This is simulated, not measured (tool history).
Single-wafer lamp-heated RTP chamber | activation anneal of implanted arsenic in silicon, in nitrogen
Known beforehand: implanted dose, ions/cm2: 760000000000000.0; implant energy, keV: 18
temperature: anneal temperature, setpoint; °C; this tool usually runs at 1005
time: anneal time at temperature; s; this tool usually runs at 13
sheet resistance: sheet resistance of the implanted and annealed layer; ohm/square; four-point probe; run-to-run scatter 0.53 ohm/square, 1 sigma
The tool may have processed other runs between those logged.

run,day,temperature,time,wafers since the last listed run,wafers since the last pyrometer calibration,wafers since the reflector plate was cleaned,hours since the gauge calibration,"read-back reference wafer on the same gauge, sheet resistance",sheet resistance
1,0.000,1005,15,0,1130,12099,375.4,149.84,139.44
2,2.117,1005,15,1013,2143,13112,426.2,149.92,137.38
3,3.538,1005,13,680,2823,13792,460.3,150.21,139.69
# day 4.271: reflector plate cleaned
4,4.662,1005,13,379,3202,187,487.3,149.94,138.14
5,6.912,1005,13,1077,4280,1264,541.3,149.91,138.51
6,9.754,1005,18,1360,5640,2624,609.5,150.07,134.94
# day 10.279: pyrometer window cleaned and pyrometer calibrated
7,12.483,1020,18,1147,1055,3771,675.0,150.02,133.52
8,13.983,1026,13,718,1773,4489,711.0,150.19,135.64
9,15.279,1026,13,620,2393,5110,742.1,150.10,134.79
10,17.142,1005,13,891,3285,6002,786.8,150.20,139.27
11,22.042,1005,13,2345,5631,8347,904.4,150.08,137.77
# day 23.275: pyrometer window cleaned and pyrometer calibrated
12,23.771,1005,13,668,236,9016,945.9,149.93,139.68
# day 23.875: gauge calibrated
13,26.379,1005,13,1248,1485,10265,60.1,150.06,139.56
14,28.579,1005,13,1053,2539,11318,112.9,150.00,138.14
15,29.754,1017,18,562,3101,11880,141.1,150.10,133.17
# day 31.242: reflector plate cleaned
16,31.262,1033,19,562,3664,9,177.3,150.02,129.65
17,34.008,1005,13,1314,4978,1323,243.2,149.87,137.14
# day 34.929: pyrometer window cleaned and pyrometer calibrated
18,36.933,1026,13,1240,959,2564,313.4,150.03,134.32
19,38.542,1005,13,770,1729,3334,352.0,149.82,138.78
20,39.625,1005,13,518,2248,3853,378.0,149.95,139.57
21,41.971,1029,9,1123,3371,4976,434.3,150.08,136.40
22,43.771,1005,6,861,4233,5837,477.5,149.99,143.79
23,46.279,992,13,1200,5434,7038,537.7,149.99,140.59
24,48.300,978,17,967,6401,8006,586.2,150.04,141.69
25,49.429,975,10,540,6942,8546,613.3,149.93,145.73
# day 49.838: pyrometer window cleaned and pyrometer calibrated
26,52.208,1005,10,1170,1134,9717,680.0,149.89,141.75
27,54.329,1032,10,1015,2150,10733,730.9,149.96,135.65
# day 56.650: reflector plate cleaned
28,56.917,982,19,1079,3229,128,793.0,150.01,140.72
29,59.775,1005,15,1368,4597,1496,861.6,149.99,136.90
30,61.021,1034,21,596,5194,2092,891.5,150.11,127.98
31,62.854,983,17,877,6072,2970,935.5,149.95,139.12

Had the tool no unlogged condition, and each run kept its random variation, what would the results have been?
Hidden state at play: true wafer temperature minus pyrometer reading, K; wafer temperature error from the tarnished reflector plate, K; gauge reads high (%).
run,sheet resistance
1,139.98
2,138.34
3,140.93
4,139.60
5,140.42
6,137.50
7,133.96
8,136.35
9,135.74
10,140.66
11,140.12
12,140.41
13,140.81
14,139.83
15,135.05
16,131.66
17,139.88
18,135.06
19,139.90
20,140.91
21,138.04
22,145.80
23,143.27
24,144.92
25,148.80
26,142.51
27,136.75
28,142.57
29,139.23
30,130.25
31,142.16

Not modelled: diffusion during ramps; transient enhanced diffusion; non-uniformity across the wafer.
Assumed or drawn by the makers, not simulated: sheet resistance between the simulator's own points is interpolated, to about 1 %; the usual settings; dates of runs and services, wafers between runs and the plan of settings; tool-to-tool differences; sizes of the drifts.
